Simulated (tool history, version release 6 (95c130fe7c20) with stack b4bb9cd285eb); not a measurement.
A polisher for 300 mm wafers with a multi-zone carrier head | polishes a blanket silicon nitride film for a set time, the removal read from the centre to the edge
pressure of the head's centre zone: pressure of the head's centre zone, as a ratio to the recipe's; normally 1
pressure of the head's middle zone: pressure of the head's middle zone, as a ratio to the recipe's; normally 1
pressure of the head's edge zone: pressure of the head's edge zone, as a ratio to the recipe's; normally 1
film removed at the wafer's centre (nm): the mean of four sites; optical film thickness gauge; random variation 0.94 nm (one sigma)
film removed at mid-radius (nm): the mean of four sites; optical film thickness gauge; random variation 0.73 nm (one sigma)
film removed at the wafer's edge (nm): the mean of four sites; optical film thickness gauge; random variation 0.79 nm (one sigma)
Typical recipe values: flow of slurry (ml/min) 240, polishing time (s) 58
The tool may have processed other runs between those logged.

run   hour  flow of slurry (ml/min)  pressure of the head's centre zone  pressure of the head's middle zone  pressure of the head's edge zone  polishing time (s)  wafers since the last listed run  wafers polished on this pad  hours since the slurry nozzle was cleaned  hours since the centre zone pressure was calibrated  hours since the edge zone pressure was calibrated  hours since the carrier head's membrane was replaced  incoming thickness of the incoming film, nm  film removed at the wafer's centre (nm)  film removed at mid-radius (nm)  film removed at the wafer's edge (nm)
  1      0                      240                                   1                                   1                                 1                  58                                 0                          863                                      253.5                                                 77.2                                              386.1                                                 494.9                                        601.5                                     64.1                               66                                   66.2
  2   41.2                      240                                   1                                   1                                 1                  58                               426                         1289                                      294.7                                                118.4                                              427.3                                                 536.1                                        606.4                                     65.1                             67.4                                   66.2
  3  134.5                      220                                   1                                   1                                 1                  58                               965                         2255                                        388                                                211.7                                              520.6                                                 629.4                                        602.5                                     65.7                             66.1                                   64.2
     181.9  -- worn pad replaced by a new one
       193  -- slurry nozzle cleaned
  4  329.2                      220                                   1                                   1                                 1                  58                              1962                         1513                                      136.2                                                406.4                                              715.3                                                 824.1                                        589.7                                     65.2                             66.1                                   63.7
  5  372.7                      220                                   1                                   1                                 1                  58                               450                         1963                                      179.7                                                449.9                                              758.8                                                 867.6                                        603.8                                     65.1                             66.4                                   65.6
     416.5  -- worn pad replaced by a new one
  6  421.1                      240                                   1                                   1                                 1                  58                               459                           47                                      228.1                                                498.3                                              807.2                                                   916                                        601.7                                     67.2                             65.6                                   67.3
  7    478                      240                                   1                                   1                                 1                  58                               588                          635                                        285                                                555.2                                              864.1                                                 972.9                                        602.3                                     65.1                             65.7                                   66.1
  8  529.9                      240                                   1                                   1                                 1                  58                               537                         1172                                      336.9                                                607.1                                                916                                                1024.8                                        605.8                                     66.9                             66.1                                   66.4
  9  567.3                      240                                   1                                   1                                 1                  58                               387                         1559                                      374.3                                                644.5                                              953.4                                                1062.2                                        603.5                                     66.1                             65.9                                   67.1
 10  648.7                      320                                1.11                                1.11                                 1                  58                               842                         2402                                      455.7                                                725.9                                             1034.8                                                1143.6                                        597.4                                     74.4                             74.7                                     68
     666.9  -- centre zone pressure recalibrated
     721.4  -- worn pad replaced by a new one
     725.9  -- carrier head's membrane replaced by a new one
 11  726.4                      240                                   1                                   1                               1.1                  58                               695                            5                                      533.4                                                 59.5                                             1112.5                                                   0.5                                        596.7                                     66.2                             66.2                                   69.2
     750.1  -- slurry nozzle cleaned
 12  767.8                      240                                   1                                   1                                 1                  58                               418                          423                                       17.7                                                100.9                                             1153.9                                                  41.9                                        599.5                                     66.7                               66                                     66
 13  832.8                      240                                   1                                   1                                 1                  58                               672                         1096                                       82.7                                                165.9                                             1218.9                                                 106.9                                        599.8                                     66.2                             65.9                                   66.2
 14  884.9                      240                                1.07                                   1                              1.11                  58                               539                         1635                                      134.8                                                  218                                               1271                                                   159                                        601.3                                     70.7                             66.8                                   69.2
     898.8  -- edge zone pressure recalibrated
 15  940.4                      170                                1.11                                   1                              1.04                  64                               553                         2188                                      190.3                                                273.5                                               41.6                                                 214.5                                          608                                     76.4                             68.6                                   71.8

Run 16 has not been measured yet. What should we expect?
     958.6  -- worn pad replaced by a new one
 16  1193                      220                                   1                                   1                                 1                  58                              2572                         2425                                      442.9                                                526.1                                              294.2                                                 467.1                                        601.7                                        ?                                ?                                      ?

Run 16 yielded film removed at the wafer's centre (nm) 64, film removed at mid-radius (nm) 66.3, film removed at the wafer's edge (nm) 65.3.
Had the tool carried no hidden state, the very same run would have given film removed at the wafer's centre (nm) 64, film removed at mid-radius (nm) 66.3, film removed at the wafer's edge (nm) 65.3.

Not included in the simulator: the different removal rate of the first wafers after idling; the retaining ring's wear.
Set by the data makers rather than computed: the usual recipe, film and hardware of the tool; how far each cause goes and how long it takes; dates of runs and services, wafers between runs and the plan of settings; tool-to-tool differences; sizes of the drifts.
